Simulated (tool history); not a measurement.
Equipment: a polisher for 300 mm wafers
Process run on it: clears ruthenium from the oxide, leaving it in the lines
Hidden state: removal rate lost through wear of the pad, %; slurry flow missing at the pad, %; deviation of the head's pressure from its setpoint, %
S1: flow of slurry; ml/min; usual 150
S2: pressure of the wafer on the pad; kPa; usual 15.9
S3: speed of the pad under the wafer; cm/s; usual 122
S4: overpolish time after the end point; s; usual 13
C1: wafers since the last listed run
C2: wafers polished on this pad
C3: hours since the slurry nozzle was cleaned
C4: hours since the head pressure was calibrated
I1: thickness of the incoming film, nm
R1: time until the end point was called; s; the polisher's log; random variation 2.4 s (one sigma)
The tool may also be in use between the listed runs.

run 1 day=0 | S1=150 S2=15.9 S3=122 S4=13 | C1=0 C2=1643 C3=385.5 C4=1252.9 | I1=199.1 | R1=135
run 2 day=0.838 | S1=150 S2=15.9 S3=122 S4=9 | C1=202 C2=1846 C3=405.6 C4=1273 | I1=201.8 | R1=139.6
run 3 day=2.325 | S1=150 S2=15.9 S3=122 S4=9 | C1=360 C2=2206 C3=441.3 C4=1308.7 | I1=202.6 | R1=140.1
run 4 day=3.808 | S1=150 S2=15.9 S3=122 S4=9 | C1=359 C2=2565 C3=476.9 C4=1344.3 | I1=196.2 | R1=140.2
-- day=4.342 worn pad replaced by a new one
run 5 day=4.646 | S1=150 S2=15.9 S3=122 S4=13 | C1=162 C2=73 C3=497 C4=1364.4 | I1=202.6 | R1=123.6
run 6 day=6.075 | S1=150 S2=15.9 S3=122 S4=13 | C1=346 C2=420 C3=531.3 C4=1398.7 | I1=201.4 | R1=120
run 7 day=7.225 | S1=180 S2=15.9 S3=122 S4=13 | C1=278 C2=698 C3=558.9 C4=1426.3 | I1=196.7 | R1=120.2
-- day=7.904 head pressure recalibrated
run 8 day=7.946 | S1=150 S2=15.9 S3=94 S4=13 | C1=154 C2=853 C3=576.2 C4=1 | I1=197.1 | R1=175
run 9 day=9.25 | S1=150 S2=15.9 S3=122 S4=13 | C1=315 C2=1169 C3=607.5 C4=32.3 | I1=200.3 | R1=145.1
run 10 day=10.2 | S1=150 S2=15.9 S3=122 S4=13 | C1=230 C2=1399 C3=630.3 C4=55.1 | I1=197.4 | R1=144.2
run 11 day=11.425 | S1=150 S2=15.9 S3=122 S4=13 | C1=296 C2=1695 C3=659.7 C4=84.5 | I1=201.9 | R1=146
-- day=12.379 slurry nozzle cleaned
run 12 day=12.854 | S1=150 S2=15.9 S3=122 S4=13 | C1=336 C2=2032 C3=11.4 C4=118.8 | I1=203.5 | R1=147.6
run 13 day=14.142 | S1=150 S2=15.9 S3=122 S4=13 | C1=311 C2=2344 C3=42.3 C4=149.7 | I1=199.7 | R1=150.9
run 14 day=15.192 | S1=150 S2=15.9 S3=122 S4=13 | C1=254 C2=2598 C3=67.5 C4=174.9 | I1=196.9 | R1=148.4
run 15 day=15.796 | S1=150 S2=15.9 S3=122 S4=13 | C1=146 C2=2744 C3=82 C4=189.4 | I1=200.4 | R1=157.1
-- day=16 worn pad replaced by a new one
run 16 day=16.679 | S1=150 S2=15.9 S3=122 S4=13 | C1=173 C2=164 C3=103.2 C4=210.6 | I1=198.3 | R1=134.2
run 17 day=17.392 | S1=120 S2=15.9 S3=122 S4=17 | C1=172 C2=336 C3=120.3 C4=227.7 | I1=199 | R1=139.6
run 18 day=21.808 | S1=150 S2=15.9 S3=122 S4=13 | C1=1070 C2=1406 C3=226.3 C4=333.7 | I1=198.5 | R1=145.1
run 19 day=23.204 | S1=100 S2=20.7 S3=104 S4=17 | C1=338 C2=1745 C3=259.8 C4=367.2 | I1=201.4 | R1=146
run 20 day=24.592 | S1=150 S2=15.9 S3=122 S4=13 | C1=336 C2=2081 C3=293.1 C4=400.5 | I1=199 | R1=146.1
run 21 day=25.183 | S1=150 S2=15.9 S3=122 S4=13 | C1=143 C2=2224 C3=307.3 C4=414.7 | I1=200.1 | R1=151.1
run 22 day=25.767 | S1=175 S2=11.7 S3=122 S4=16 | C1=141 C2=2365 C3=321.3 C4=428.7 | I1=200.7 | R1=197.7
run 23 day=26.467 | S1=150 S2=15.9 S3=122 S4=13 | C1=169 C2=2535 C3=338.1 C4=445.5 | I1=198.3 | R1=154.8
-- day=26.762 worn pad replaced by a new one
run 24 day=27.808 | S1=150 S2=15.9 S3=122 S4=13 | C1=284 C2=253 C3=370.3 C4=477.7 | I1=201.2 | R1=134.5
run 25 day=28.729 | S1=195 S2=14.5 S3=122 S4=16 | C1=223 C2=476 C3=392.4 C4=499.8 | I1=200.4 | R1=148.6
run 26 day=29.979 | S1=150 S2=15.9 S3=122 S4=13 | C1=302 C2=779 C3=422.4 C4=529.8 | I1=199.3 | R1=141.5
run 27 day=30.525 | S1=150 S2=15.9 S3=122 S4=8 | C1=132 C2=911 C3=435.5 C4=542.9 | I1=200 | R1=145.5
run 28 day=31.633 | S1=120 S2=15.9 S3=122 S4=17 | C1=268 C2=1180 C3=462.1 C4=569.5 | I1=200.2 | R1=146.8
run 29 day=32.858 | S1=165 S2=15.9 S3=122 S4=13 | C1=296 C2=1476 C3=491.5 C4=598.9 | I1=199 | R1=141
run 30 day=33.938 | S1=150 S2=15.9 S3=122 S4=13 | C1=261 C2=1738 C3=517.4 C4=624.8 | I1=200.1 | R1=149.3
run 31 day=35 | S1=150 S2=12.4 S3=122 S4=10 | C1=257 C2=1995 C3=542.9 C4=650.3 | I1=201 | R1=183.9
run 32 day=36.842 | S1=150 S2=15.9 S3=90 S4=13 | C1=446 C2=2441 C3=587.1 C4=694.5 | I1=203.8 | R1=202.7
-- day=37.446 worn pad replaced by a new one
run 33 day=38.146 | S1=135 S2=15.9 S3=122 S4=13 | C1=275 C2=169 C3=618.4 C4=725.8 | I1=199.9 | R1=131.9
run 34 day=39.162 | S1=150 S2=20 S3=160 S4=13 | C1=246 C2=416 C3=642.8 C4=750.2 | I1=203.9 | R1=87.5
-- day=39.975 slurry nozzle cleaned
run 35 day=40.442 | S1=150 S2=20 S3=122 S4=10 | C1=299 C2=715 C3=11.2 C4=780.9 | I1=200.7 | R1=111.4
run 36 day=41.596 | S1=150 S2=20.7 S3=122 S4=13 | C1=279 C2=995 C3=38.9 C4=808.6 | I1=198.5 | R1=107
run 37 day=42.717 | S1=110 S2=12.4 S3=122 S4=13 | C1=271 C2=1267 C3=65.8 C4=835.5 | I1=200.7 | R1=189.3
run 38 day=43.279 | S1=150 S2=20 S3=122 S4=13 | C1=136 C2=1403 C3=79.3 C4=849 | I1=199.8 | R1=113.9

Below are 3 alternative next runs, each starting from the tool's condition after run 38. Predict each:
run A day=43.3 | S1=150 S2=11 S3=122 S4=13 | C1=5 C2=1408 C3=79.8 C4=849.5 | I1=204.2 | R1=?
run B day=43.3 | S1=150 S2=13.1 S3=122 S4=13 | C1=5 C2=1408 C3=79.8 C4=849.5 | I1=204.2 | R1=?
run C day=43.3 | S1=135 S2=13.8 S3=122 S4=13 | C1=5 C2=1408 C3=79.8 C4=849.5 | I1=204.2 | R1=?

run=A R1=196.7
run=B R1=168.9
run=C R1=163.6
Stripped of hidden state, with their random variation kept, the same runs would have yielded:
run=A R1=185.7
run=B R1=159.5
run=C R1=154.5
